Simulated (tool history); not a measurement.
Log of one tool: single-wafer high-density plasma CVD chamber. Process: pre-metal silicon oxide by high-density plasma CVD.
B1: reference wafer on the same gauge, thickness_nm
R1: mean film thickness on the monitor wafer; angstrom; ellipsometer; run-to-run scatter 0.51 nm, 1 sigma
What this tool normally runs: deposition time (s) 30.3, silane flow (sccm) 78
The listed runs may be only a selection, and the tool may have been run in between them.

Run 1, hour 0.0: usual settings but deposition time (s) 25.8, silane flow (sccm) 83; B1 263.942. Result: R1 1944.53 angstrom.
Run 2, hour 55.2: usual settings but deposition time (s) 25.8, silane flow (sccm) 83; B1 264.127. Result: R1 1940.75 angstrom.
Run 3, hour 87.0: usual settings but deposition time (s) 25.8, silane flow (sccm) 83; B1 263.581. Result: R1 1937.83 angstrom.
Run 4, hour 145.7: usual settings; B1 263.979. Result: R1 2177.75 angstrom.
Run 5, hour 196.2: usual settings; B1 263.924. Result: R1 2171.34 angstrom.
Run 6, hour 326.0: usual settings; B1 264.095. Result: R1 2160.66 angstrom.
Run 7, hour 351.6: usual settings; B1 264.042. Result: R1 2165.61 angstrom.
Run 8, hour 397.2: usual settings; B1 263.991. Result: R1 2166.94 angstrom.
Run 9, hour 423.3: usual settings; B1 264.183. Result: R1 2152.49 angstrom.
Run 10, hour 460.3: usual settings; B1 263.786. Result: R1 2161.83 angstrom.
Run 11, hour 529.6: usual settings; B1 263.990. Result: R1 2159.96 angstrom.
Run 12, hour 595.8: usual settings but deposition time (s) 26.1, silane flow (sccm) 87; B1 264.012. Result: R1 2032.71 angstrom.
At hour 609.5: silane flow controller replaced.
Run 13, hour 653.4: usual settings but deposition time (s) 32.3, silane flow (sccm) 83; B1 263.874. Result: R1 2516.64 angstrom.
Run 14, hour 687.0: usual settings but deposition time (s) 25.8, silane flow (sccm) 83; B1 264.137. Result: R1 1988.50 angstrom.
Run 15, hour 730.3: usual settings; B1 263.921. Result: R1 2228.02 angstrom.
Run 16, hour 772.0: usual settings but deposition time (s) 32.8; B1 263.781. Result: R1 2414.77 angstrom.
Run 17, hour 814.9: usual settings but deposition time (s) 25.8, silane flow (sccm) 83; B1 263.923. Result: R1 1998.63 angstrom.
At hour 833.2: gauge calibrated.
Run 18, hour 871.2: usual settings but deposition time (s) 27.2, silane flow (sccm) 92; B1 263.847. Result: R1 2274.54 angstrom.
Run 19, hour 937.7: usual settings but silane flow (sccm) 71; B1 264.097. Result: R1 2056.40 angstrom.
Run 20, hour 969.6: usual settings but deposition time (s) 34.6, silane flow (sccm) 85; B1 263.682. Result: R1 2716.06 angstrom.
Run 21, hour 1023.7: usual settings but deposition time (s) 31.8, silane flow (sccm) 65; B1 264.117. Result: R1 2012.44 angstrom.
Run 22, hour 1093.6: usual settings but deposition time (s) 26.8; B1 264.181. Result: R1 1956.08 angstrom.
Run 23, hour 1131.3: usual settings but deposition time (s) 25.7; B1 263.780. Result: R1 1879.17 angstrom.

5 options for the next run, each taken on its own from the tool as it stands now. Forecast them:
Run A, hour 1131.7: usual settings but silane flow (sccm) 64; B1 ?. Result: R1 ?.
Run B, hour 1131.7: usual settings but deposition time (s) 33.3; B1 ?. Result: R1 ?.
Run C, hour 1131.7: usual settings but deposition time (s) 35.4, silane flow (sccm) 92; B1 ?. Result: R1 ?.
Run D, hour 1131.7: usual settings but deposition time (s) 25.4, silane flow (sccm) 70; B1 ?. Result: R1 ?.
Run E, hour 1131.7: usual settings but deposition time (s) 32.7, silane flow (sccm) 83; B1 ?. Result: R1 ?.

run       B1       R1
  A  263.914  1897.81
  B  263.914  2433.31
  C  263.914  2956.28
  D  263.914  1704.53
  E  263.914  2511.37
Take away the tool's hidden state, keep each run's random variation, and the runs would have read:
run       R1
  A  1933.72
  B  2479.36
  C  3012.23
  D  1736.79
  E  2558.90

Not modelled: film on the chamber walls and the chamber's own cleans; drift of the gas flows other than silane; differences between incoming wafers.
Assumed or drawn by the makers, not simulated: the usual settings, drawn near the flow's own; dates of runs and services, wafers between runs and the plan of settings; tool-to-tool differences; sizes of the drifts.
